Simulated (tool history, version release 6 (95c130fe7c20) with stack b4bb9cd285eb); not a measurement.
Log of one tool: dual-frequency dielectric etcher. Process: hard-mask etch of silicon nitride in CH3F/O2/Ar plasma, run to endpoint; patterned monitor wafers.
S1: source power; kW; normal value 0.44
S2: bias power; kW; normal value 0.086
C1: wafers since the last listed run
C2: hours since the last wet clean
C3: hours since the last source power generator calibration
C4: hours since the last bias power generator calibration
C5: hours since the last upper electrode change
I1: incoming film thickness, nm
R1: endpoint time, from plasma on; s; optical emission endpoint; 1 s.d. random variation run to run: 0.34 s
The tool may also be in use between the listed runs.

{"run": 1, "hour": 0.0, "S1": 0.44, "S2": 0.086, "C1": 0, "C2": 351.1, "C3": 4707.9, "C4": 3440.1, "C5": 3799.1, "I1": 47.67, "R1": 65}
{"run": 2, "hour": 10.0, "S1": 0.44, "S2": 0.086, "C1": 124, "C2": 361.1, "C3": 4717.9, "C4": 3450.1, "C5": 3809.1, "I1": 47.53, "R1": 65}
{"run": 3, "hour": 18.1, "S1": 0.44, "S2": 0.086, "C1": 101, "C2": 369.2, "C3": 4726, "C4": 3458.2, "C5": 3817.2, "I1": 48.08, "R1": 66}
{"run": 4, "hour": 27.5, "S1": 0.44, "S2": 0.086, "C1": 117, "C2": 378.6, "C3": 4735.4, "C4": 3467.6, "C5": 3826.6, "I1": 47.49, "R1": 65.8}
{"run": 5, "hour": 39.5, "S1": 0.52, "S2": 0.077, "C1": 149, "C2": 390.6, "C3": 4747.4, "C4": 3479.6, "C5": 3838.6, "I1": 48, "R1": 64.1}
{"run": 6, "hour": 51.4, "S1": 0.52, "S2": 0.077, "C1": 148, "C2": 402.5, "C3": 4759.3, "C4": 3491.5, "C5": 3850.5, "I1": 47.28, "R1": 63.4}
{"run": 7, "hour": 66.8, "S1": 0.37, "S2": 0.086, "C1": 192, "C2": 417.9, "C3": 4774.7, "C4": 3506.9, "C5": 3865.9, "I1": 47.17, "R1": 69.9}
{"hour": 93.7, "done": "upper electrode replaced"}
{"run": 8, "hour": 94.2, "S1": 0.37, "S2": 0.086, "C1": 42, "C2": 445.3, "C3": 4802.1, "C4": 3534.3, "C5": 0.5, "I1": 47.5, "R1": 71}
{"run": 9, "hour": 94.6, "S1": 0.35, "S2": 0.086, "C1": 4, "C2": 445.7, "C3": 4802.5, "C4": 3534.7, "C5": 0.9, "I1": 47.2, "R1": 71.4}
{"run": 10, "hour": 95.8, "S1": 0.41, "S2": 0.097, "C1": 14, "C2": 446.9, "C3": 4803.7, "C4": 3535.9, "C5": 2.1, "I1": 47.56, "R1": 63.7}
{"hour": 115.8, "done": "bias power generator calibrated"}
{"run": 11, "hour": 116.3, "S1": 0.44, "S2": 0.096, "C1": 205, "C2": 467.4, "C3": 4824.2, "C4": 0.5, "C5": 22.6, "I1": 47.75, "R1": 62.5}
{"run": 12, "hour": 119.3, "S1": 0.54, "S2": 0.086, "C1": 37, "C2": 470.4, "C3": 4827.2, "C4": 3.5, "C5": 25.6, "I1": 47.54, "R1": 59.8}
{"hour": 138.8, "done": "source power generator calibrated"}
{"hour": 150.0, "done": "wet clean of the chamber"}
{"run": 13, "hour": 150.5, "S1": 0.44, "S2": 0.086, "C1": 200, "C2": 0.5, "C3": 11.7, "C4": 34.7, "C5": 56.8, "I1": 47.03, "R1": 64.9}
{"run": 14, "hour": 174.9, "S1": 0.47, "S2": 0.064, "C1": 304, "C2": 24.9, "C3": 36.1, "C4": 59.1, "C5": 81.2, "I1": 47.49, "R1": 72.4}
{"run": 15, "hour": 191.4, "S1": 0.55, "S2": 0.066, "C1": 205, "C2": 41.4, "C3": 52.6, "C4": 75.6, "C5": 97.7, "I1": 47.58, "R1": 66.6}
{"run": 16, "hour": 199.0, "S1": 0.34, "S2": 0.086, "C1": 94, "C2": 49, "C3": 60.2, "C4": 83.2, "C5": 105.3, "I1": 47.82, "R1": 73.6}

What was the tool's hidden state at every run in the log?
etch rate over this chamber's usual, %: 0, the same for each run
source power that arrives over what is set, %: 0, the same for each run
bias power that arrives over what is set, %: 0, the same for each run
